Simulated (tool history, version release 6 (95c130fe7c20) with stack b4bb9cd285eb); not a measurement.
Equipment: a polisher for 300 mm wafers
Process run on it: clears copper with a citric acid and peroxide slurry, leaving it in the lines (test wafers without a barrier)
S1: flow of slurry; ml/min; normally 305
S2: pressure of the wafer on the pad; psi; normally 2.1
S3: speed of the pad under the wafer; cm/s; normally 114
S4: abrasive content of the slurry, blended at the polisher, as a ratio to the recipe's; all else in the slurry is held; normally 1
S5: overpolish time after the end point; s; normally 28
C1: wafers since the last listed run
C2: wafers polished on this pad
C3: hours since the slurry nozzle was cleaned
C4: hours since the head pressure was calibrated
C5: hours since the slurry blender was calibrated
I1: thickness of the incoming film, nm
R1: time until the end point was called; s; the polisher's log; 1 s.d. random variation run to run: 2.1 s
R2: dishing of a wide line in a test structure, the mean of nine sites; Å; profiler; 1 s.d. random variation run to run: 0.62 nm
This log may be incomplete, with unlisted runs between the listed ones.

run    hour   S1   S2   S3    S4  S5   C1    C2     C3     C4     C5     I1     R1   R2
  1       0  305  2.1  114     1  28    0  1059  106.4  268.1  112.9  224.6  107.4  267
  2    45.3  305  2.1  114     1  28  229  1289  151.7  313.4  158.2  225.7  109.8  266
  3    73.9  305  2.1  114     1  38  145  1434  180.3    342  186.8  228.1  110.8  303
  4     111  305  2.1  114     1  38  188  1623  217.4  379.1  223.9  224.2  107.2  317
  5   136.8  305  2.1  114     1  28  130  1754  243.2  404.9  249.7  221.6    102  276
  6   172.5  305  2.1  114     1  28  181  1935  278.9  440.6  285.4  224.5  103.6  278
      196.8  -- worn pad replaced by a new one
  7   200.3  305  2.1  114     1  28  120    17  306.7  468.4  313.2  229.5  112.6  270
      206.4  -- slurry blender recalibrated
  8   238.3  305  2.1  114   0.8  28  182   200  344.7  506.4   31.9    224    105  263
  9     283  305  2.1  114   0.8  28  226   427  389.4  551.1   76.6    224  108.7  272
      345.8  -- slurry nozzle cleaned
 10   352.7  305  2.1  114   0.8  28  348   776    6.9  620.8  146.3  225.3  108.5  272
 11     398  375  2.1  114   1.2  28  229  1005   52.2  666.1  191.6  220.7   95.4  286
 12   458.2  305  2.1  114     1  28  305  1311  112.4  726.3  251.8  225.8  106.5  274
 13   509.6  305  2.1  114   0.8  28  260  1572  163.8  777.7  303.2  225.7  106.9  277
      514.7  -- worn pad replaced by a new one
 14   571.8  305  2.1  114  0.85  28  295   289    226  839.9  365.4  223.1    104  264
      580.7  -- slurry blender recalibrated
 15   615.3  305  1.7  148     1  19  210   500  269.5  883.4   34.6  226.3   97.3  219
 16   681.4  305  2.6  114  1.15  13  335   835  335.6  949.5  100.7  221.7   76.8  201
      686.1  -- head pressure recalibrated
 17   746.6  260  2.1  152   0.8  22  320  1156  400.8   60.5  165.9    228   88.2  264
      768.2  -- slurry nozzle cleaned
 18   808.7  400  1.7  114     1  28  310  1466   40.5  122.6    228  225.7    135  249
 19   848.5  305  2.1  126  1.25  37  202  1668   80.3  162.4  267.8  224.2   94.8  314
      905.3  -- worn pad replaced by a new one, of another model than before
 20   955.6  305  2.1  114     1  28  523   255  187.4  269.5  374.9  222.8  106.1  269
      997.9  -- slurry blender recalibrated
 21  1023.6  220  1.7  114     1  28  334   590  255.4  337.5   25.7  222.6  123.5  265
 22  1058.1  345  2.1  114  1.25  28  175   765  289.9    372   60.2    227  101.4  284
 23  1102.4  305  2.1  114   0.8  28  224   990  334.2  416.3  104.5  225.6  114.3  263
 24  1141.3  305  2.7   96   1.2  28  197  1187  373.1  455.2  143.4  224.7   98.3  277
 25  1169.8  305  1.4  114     1  13  144  1332  401.6  483.7  171.9  229.4    133  144
     1222.1  -- slurry nozzle cleaned
 26  1222.6  305  2.1  114   0.9  36  262  1595    0.5  536.5  224.7  227.1  109.9  299
 27  1291.2  305  2.1  114     1  28  348  1943   69.1  605.1  293.3  224.5  106.4  268
     1321.6  -- worn pad replaced by a new one
 28  1323.6  235  2.3  114  0.85  28  144     9  101.5  637.5  325.7  225.5  104.8  277
     1367.3  -- slurry blender recalibrated
 29    1395  305  2.1  114     1  37  352   362  172.9  708.9   27.7  222.8  105.6  321

Forecast each of these 3 alternatives for the next run:
  A  1395.5  305  2.1  114    1  28   2  364  173.4  709.4  28.2  226.8   ?   ?
  B  1395.5  370  2.1   74  0.9  42   2  364  173.4  709.4  28.2  226.8   ?   ?
  C  1395.5  305  1.7   88    1  15   2  364  173.4  709.4  28.2  226.8   ?   ?

run     R1   R2
  A  105.6  272
  B  133.5  295
  C  135.5  157
Take away the tool's hidden state, keep each run's random variation, and the runs would have read:
run     R1   R2
  A  108.9  267
  B  137.6  290
  C  139.6  153
